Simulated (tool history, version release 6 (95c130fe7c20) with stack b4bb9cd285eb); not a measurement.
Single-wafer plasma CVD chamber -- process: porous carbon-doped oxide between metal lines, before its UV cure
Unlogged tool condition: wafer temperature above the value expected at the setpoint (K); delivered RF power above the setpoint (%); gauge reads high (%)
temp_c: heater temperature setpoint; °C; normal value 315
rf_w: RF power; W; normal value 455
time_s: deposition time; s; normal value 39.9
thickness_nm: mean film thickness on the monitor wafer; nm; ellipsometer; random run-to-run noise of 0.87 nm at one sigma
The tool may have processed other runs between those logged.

run	hour	temp_c	rf_w	time_s	wafers since the last listed run	hours since the last thermocouple change	hours since the last RF generator calibration	hours since the showerhead was replaced	hours since the gauge calibration	read-back reference wafer on the same gauge, thickness_nm	thickness_nm
1	0	315	455	36.5	0	164.6	2090.3	3538.7	671.8	160.785	171.28
2	70.2	315	455	36.5	1072	234.8	2160.5	3608.9	742	160.865	171.306
# hour 76.7: gauge calibrated
3	112.4	315	455	36.5	644	277	2202.7	3651.1	35.7	165.24	175.398
4	145.8	315	455	39.9	510	310.4	2236.1	3684.5	69.1	164.854	189.931
5	211.3	315	455	39.9	1001	375.9	2301.6	3750	134.6	163.794	191.209
6	259	306	455	39.9	728	423.6	2349.3	3797.7	182.3	163.423	197.999
7	288.4	306	455	39.9	449	453	2378.7	3827.1	211.7	163.224	195.743
# hour 311: RF generator calibrated
8	334.7	315	455	39.9	585	499.3	23.7	3873.4	258	162.837	189.435
9	396	315	455	36.9	936	560.6	85	3934.7	319.3	162.35	174.373
# hour 427.7: showerhead replaced
10	593.7	310	370	42.8	2899	758.3	282.7	166	517	161.813	174.213
11	639.1	307	400	33.5	693	803.7	328.1	211.4	562.4	161.595	147.634
12	679.2	315	455	39.9	612	843.8	368.2	251.5	602.5	161.612	186.336
# hour 686.5: gauge calibrated
13	744.4	305	430	42.5	996	909	433.4	316.7	57.9	164.171	203.339

Estimate the outcome of run 14 from the log above:
# hour 761.7: thermocouple changed; heater temperature recalibrated
14	806.4	315	455	36.9	825	44.7	495.4	378.7	119.9	?	?

read-back reference wafer on the same gauge, thickness_nm: 163.258
thickness_nm: 176.544 nm
Take away the tool's hidden state, keep the run-to-run variation as it was, and the same run would have given thickness_nm 178.402 nm.
